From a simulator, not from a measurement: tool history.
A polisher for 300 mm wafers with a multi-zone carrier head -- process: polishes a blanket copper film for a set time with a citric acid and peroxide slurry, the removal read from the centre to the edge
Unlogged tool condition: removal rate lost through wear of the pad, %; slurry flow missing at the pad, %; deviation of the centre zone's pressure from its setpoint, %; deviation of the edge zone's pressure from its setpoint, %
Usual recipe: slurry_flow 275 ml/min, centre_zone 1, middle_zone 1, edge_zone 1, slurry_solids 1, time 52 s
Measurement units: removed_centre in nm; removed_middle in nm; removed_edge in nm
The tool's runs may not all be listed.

run	day	slurry_flow	centre_zone	middle_zone	edge_zone	slurry_solids	time	wafers since the last listed run	wafers polished on this pad	hours since the slurry nozzle was cleaned	hours since the centre zone pressure was calibrated	hours since the edge zone pressure was calibrated	hours since the carrier head's membrane was replaced	incoming thickness of the incoming film, nm	removed_centre	removed_middle	removed_edge
1	0	205	1	0.96	1	1	52	0	747	297.6	418.1	660.6	1710.7	855.8	74.5	75.1	75.8
2	1.121	205	1	0.96	1	1	52	297	1045	324.5	445	687.5	1737.6	857.7	73.5	74.2	76
3	2.767	275	1	1	1	1	42	436	1481	364	484.5	727	1777.1	840.8	62.1	62.1	62.5
# day 4.638: worn pad replaced by a new one
4	4.792	275	1	1	1	1	52	492	41	412.6	533.1	775.6	1825.7	842.2	82.8	86.4	85.1
5	6.8	275	1	1	1	1	52	532	574	460.8	581.3	823.8	1873.9	841.4	77.8	81.1	78.2
6	8.667	275	1	1	1	1	52	495	1069	505.6	626.1	868.6	1918.7	838.4	75.1	77.8	79.3
# day 9.908: slurry nozzle cleaned
7	10.738	275	1	1	1	1.2	52	538	1607	19.9	675.8	918.3	1968.4	839.8	79.7	81.9	79
# day 11.517: carrier head's membrane replaced by a new one
# day 12.554: worn pad replaced by a new one
8	13.021	275	1	1	1	1	52	506	123	74.7	730.6	973.1	36.1	847.8	84.4	86.2	83.8
9	14.833	275	0.95	1	1	1	52	480	604	118.2	774.1	1016.6	79.6	857	76.1	79.8	80.6
10	16.371	275	0.95	1	1	1	52	407	1011	155.1	811	1053.5	116.5	852.9	74.3	78.5	77.7
11	17.396	275	1	1	1	1	52	271	1283	179.7	835.6	1078.1	141.1	843.4	75.2	78.8	75.9
12	19.483	335	0.93	0.91	1	0.8	52	553	1837	229.8	885.7	1128.2	191.2	856.7	69.1	68.8	72.4
# day 19.746: edge zone pressure recalibrated
# day 20.904: worn pad replaced by a new one
13	21.846	275	1	1	1	1	52	560	249	286.5	942.4	50.4	247.9	852.7	82.4	81.8	81.9
14	23.562	275	0.93	1	1	0.85	52	455	704	327.7	983.6	91.6	289.1	844	71	78.8	78.3
15	24.983	275	1	0.94	1.04	1	35	376	1081	361.8	1017.7	125.7	323.2	854.1	51.9	50.3	51.8
16	26.221	275	1	1.09	0.91	1.2	52	328	1409	391.5	1047.4	155.4	352.9	838.4	77.6	85.2	74.6
# day 27.825: worn pad replaced by a new one
17	27.908	335	1	1.11	1	1	40	403	22	432	1087.9	195.9	393.4	854	66.9	74	65.9
# day 29.271: centre zone pressure recalibrated
# day 29.742: slurry nozzle cleaned
18	30.338	325	1	1	0.92	1.3	52	611	633	14.3	25.6	254.2	451.7	850.7	87.5	87.2	82.2
19	33.262	275	1	1	1	1.25	52	775	1409	84.5	95.8	324.4	521.9	862.5	81.5	83.3	81.3
# day 34.625: worn pad replaced by a new one
20	34.646	275	0.95	1.03	1	1.1	68	322	5	117.7	129	357.6	555.1	861.2	112.2	122	115.5
21	36.942	275	1	0.94	1.04	1	35	608	614	172.8	184.1	412.7	610.2	855.8	53.7	52.4	55.5
22	38.246	275	1.09	1	1	1.15	37	345	960	204.1	215.4	444	641.5	856.4	61.4	59.3	58.9

Each row is a separate what-if for the run after 22, all from the same tool condition, not one after another. Results?
A	38.262	275	1	1	1	1	40	4	964	204.5	215.8	444.4	641.9	842.7	?	?	?
B	38.262	275	1	1	1	0.85	47	4	964	204.5	215.8	444.4	641.9	842.7	?	?	?
C	38.262	365	1.11	1	1.08	1	52	4	964	204.5	215.8	444.4	641.9	842.7	?	?	?

run	removed_centre	removed_middle	removed_edge
A	60.3	61.2	60.6
B	68.8	69.9	69.1
C	89.5	82	83.7
Stripped of hidden state, with their random variation kept, the same runs would have yielded:
run	removed_centre	removed_middle	removed_edge
A	68	69	68.1
B	77.6	78.7	77.7
C	100.7	92.2	94
